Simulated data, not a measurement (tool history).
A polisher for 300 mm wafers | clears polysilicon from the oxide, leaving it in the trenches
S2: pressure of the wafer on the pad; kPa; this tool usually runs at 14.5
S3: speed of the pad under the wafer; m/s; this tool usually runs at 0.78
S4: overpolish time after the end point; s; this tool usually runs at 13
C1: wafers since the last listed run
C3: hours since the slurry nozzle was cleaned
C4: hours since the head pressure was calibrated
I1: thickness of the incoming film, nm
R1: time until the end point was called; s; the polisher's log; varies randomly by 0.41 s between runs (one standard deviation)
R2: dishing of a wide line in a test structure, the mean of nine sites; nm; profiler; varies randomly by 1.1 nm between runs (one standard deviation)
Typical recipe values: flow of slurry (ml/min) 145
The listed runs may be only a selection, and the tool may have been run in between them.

Run 1, hour 0: usual settings but S2 17.2 kPa; C1 0; wafers polished on this pad 258; C3 81.3; C4 148.9; I1 329.1. Result: R1 32.3 s, R2 59.2 nm.
Run 2, hour 11.8: usual settings but S2 17.2 kPa; C1 90; wafers polished on this pad 349; C3 93.1; C4 160.7; I1 330.1. Result: R1 32.3 s, R2 57.6 nm.
Run 3, hour 19.9: usual settings; C1 61; wafers polished on this pad 411; C3 101.2; C4 168.8; I1 332.3. Result: R1 36 s, R2 53.9 nm.
Run 4, hour 27.5: usual settings but flow of slurry (ml/min) 125; C1 58; wafers polished on this pad 469; C3 108.8; C4 176.4; I1 330.9. Result: R1 38.6 s, R2 52.9 nm.
Run 5, hour 35.5: usual settings; C1 61; wafers polished on this pad 530; C3 116.8; C4 184.4; I1 332.5. Result: R1 37.2 s, R2 55.7 nm.
Run 6, hour 48.1: usual settings; C1 96; wafers polished on this pad 626; C3 129.4; C4 197; I1 327.2. Result: R1 37.1 s, R2 55.9 nm.
Run 7, hour 56.3: usual settings; C1 62; wafers polished on this pad 689; C3 137.6; C4 205.2; I1 335.5. Result: R1 37.5 s, R2 54.5 nm.
Run 8, hour 63.8: usual settings; C1 57; wafers polished on this pad 746; C3 145.1; C4 212.7; I1 324. Result: R1 36.1 s, R2 55.1 nm.
Run 9, hour 78.3: usual settings; C1 110; wafers polished on this pad 857; C3 159.6; C4 227.2; I1 331. Result: R1 37.7 s, R2 55.2 nm.
Run 10, hour 88.5: usual settings but S3 0.98 m/s; C1 78; wafers polished on this pad 935; C3 169.8; C4 237.4; I1 327.3. Result: R1 29.5 s, R2 59.3 nm.
Run 11, hour 114.5: usual settings; C1 198; wafers polished on this pad 1134; C3 195.8; C4 263.4; I1 334.2. Result: R1 38.5 s, R2 54.6 nm.
Run 12, hour 132.4: usual settings; C1 136; wafers polished on this pad 1271; C3 213.7; C4 281.3; I1 336.6. Result: R1 38.2 s, R2 54.4 nm.
Run 13, hour 139.9: usual settings; C1 57; wafers polished on this pad 1329; C3 221.2; C4 288.8; I1 331. Result: R1 38.7 s, R2 53.5 nm.
At hour 147.6: slurry nozzle cleaned.
At hour 152.7: worn pad replaced by a new one.
Run 14, hour 153.2: usual settings; C1 63; wafers polished on this pad 4; C3 5.6; C4 302.1; I1 334.1. Result: R1 36.3 s, R2 58.1 nm.
Run 15, hour 157.3: usual settings; C1 31; wafers polished on this pad 35; C3 9.7; C4 306.2; I1 330.5. Result: R1 36.2 s, R2 56.3 nm.
Run 16, hour 168.2: usual settings but flow of slurry (ml/min) 120, S3 0.66 m/s; C1 83; wafers polished on this pad 118; C3 20.6; C4 317.1; I1 333.2. Result: R1 44.5 s, R2 52.1 nm.
Run 17, hour 179: usual settings but flow of slurry (ml/min) 120, S3 0.66 m/s; C1 82; wafers polished on this pad 201; C3 31.4; C4 327.9; I1 329.1. Result: R1 43.9 s, R2 51.2 nm.
Run 18, hour 185.7: usual settings but S4 5 s; C1 51; wafers polished on this pad 252; C3 38.1; C4 334.6; I1 329.8. Result: R1 35.8 s, R2 32.8 nm.
Run 19, hour 197.3: usual settings but S2 11 kPa; C1 88; wafers polished on this pad 341; C3 49.7; C4 346.2; I1 331.7. Result: R1 43.4 s, R2 51.8 nm.
Run 20, hour 208.2: usual settings but flow of slurry (ml/min) 175; C1 83; wafers polished on this pad 424; C3 60.6; C4 357.1; I1 323. Result: R1 34.1 s, R2 56.1 nm.
Run 21, hour 220.8: usual settings; C1 96; wafers polished on this pad 521; C3 73.2; C4 369.7; I1 325.3. Result: R1 35.3 s, R2 55.4 nm.
Run 22, hour 234.9: usual settings; C1 107; wafers polished on this pad 629; C3 87.3; C4 383.8; I1 334. Result: R1 36.2 s, R2 58.1 nm.
Run 23, hour 240.9: usual settings but S4 7 s; C1 45; wafers polished on this pad 675; C3 93.3; C4 389.8; I1 328.1. Result: R1 35.6 s, R2 40.7 nm.
Run 24, hour 257: usual settings but S2 16.5 kPa, S4 18 s; C1 123; wafers polished on this pad 798; C3 109.4; C4 405.9; I1 330.2. Result: R1 32.7 s, R2 61.1 nm.
Run 25, hour 263: usual settings but flow of slurry (ml/min) 160, S2 12.4 kPa, S4 16 s; C1 45; wafers polished on this pad 844; C3 115.4; C4 411.9; I1 329.9. Result: R1 39.7 s, R2 58.2 nm.
Run 26, hour 277.7: usual settings but flow of slurry (ml/min) 165, S2 15.9 kPa, S3 0.56 m/s, S4 17 s; C1 112; wafers polished on this pad 956; C3 130.1; C4 426.6; I1 329.2. Result: R1 46 s, R2 55.7 nm.
At hour 286.6: head pressure recalibrated.
Run 27, hour 292.5: usual settings but flow of slurry (ml/min) 130; C1 97; wafers polished on this pad 1054; C3 144.9; C4 5.9; I1 325.6. Result: R1 39.6 s, R2 54.8 nm.
Run 28, hour 299.4: usual settings; C1 52; wafers polished on this pad 1107; C3 151.8; C4 12.8; I1 333.1. Result: R1 39.5 s, R2 55.9 nm.
Run 29, hour 314.3: usual settings but flow of slurry (ml/min) 175, S2 13.1 kPa, S3 0.5 m/s; C1 114; wafers polished on this pad 1221; C3 166.7; C4 27.7; I1 331.6. Result: R1 62 s, R2 40.6 nm.
Run 30, hour 325.8: usual settings; C1 87; wafers polished on this pad 1309; C3 178.2; C4 39.2; I1 328.4. Result: R1 38.7 s, R2 53.2 nm.
At hour 333.8: worn pad replaced by a new one.
Run 31, hour 339.5: usual settings but S3 0.64 m/s; C1 74; wafers polished on this pad 43; C3 191.9; C4 52.9; I1 332.6. Result: R1 47.4 s, R2 48.9 nm.
Run 32, hour 351.8: usual settings but S4 10 s; C1 94; wafers polished on this pad 137; C3 204.2; C4 65.2; I1 327.1. Result: R1 38.8 s, R2 47.6 nm.
Run 33, hour 359.6: usual settings; C1 59; wafers polished on this pad 197; C3 212; C4 73; I1 329.2. Result: R1 38.5 s, R2 53.6 nm.
Run 34, hour 368.3: usual settings; C1 66; wafers polished on this pad 264; C3 220.7; C4 81.7; I1 329.1. Result: R1 39 s, R2 53.6 nm.
At hour 371.3: slurry nozzle cleaned.
Run 35, hour 378.5: usual settings; C1 70; wafers polished on this pad 334; C3 7.2; C4 91.9; I1 333.3. Result: R1 36.2 s, R2 55.6 nm.

For each run, the measured value with the value that run would have given without the tool's hidden condition subtracted. The run-to-run variation is shared by both, the gauge scatter possibly not:
Hidden conditions of the tool in this case: removal rate lost through wear of the pad, %; slurry flow missing at the pad, %; deviation of the head's pressure from its setpoint, %.
run    R1    R2
  1  -1.3  +0.8
  2  -1.2  +0.8
  3  -1.4  +0.8
  4  -1.3  +0.8
  5  -1.4  +0.8
  6  -1.4  +0.8
  7  -1.3  +0.7
  8  -1.1  +0.7
  9  -1.1  +0.7
 10  -0.7  +0.5
 11  -0.4  +0.3
 12    +0    +0
 13  +0.2  -0.1
 14  -2.5  +1.5
 15  -2.6  +1.5
 16  -3.1  +1.6
 17  -3.1  +1.6
 18  -2.6  +1.5
 19  -3.1  +1.6
 20  -2.4  +1.5
 21  -2.4  +1.4
 22  -2.4  +1.5
 23  -2.3  +1.6
 24  -2.1  +0.8
 25  -2.5  +1.2
 26  -2.8  +1.2
 27  +0.9  -0.5
 28  +0.7  -0.5
 29  +0.6  -0.3
 30  +0.7  -0.4
 31  +0.8  -0.4
 32  +0.7  -0.5
 33  +0.8  -0.5
 34    +1  -0.6
 35  -1.4  +0.9
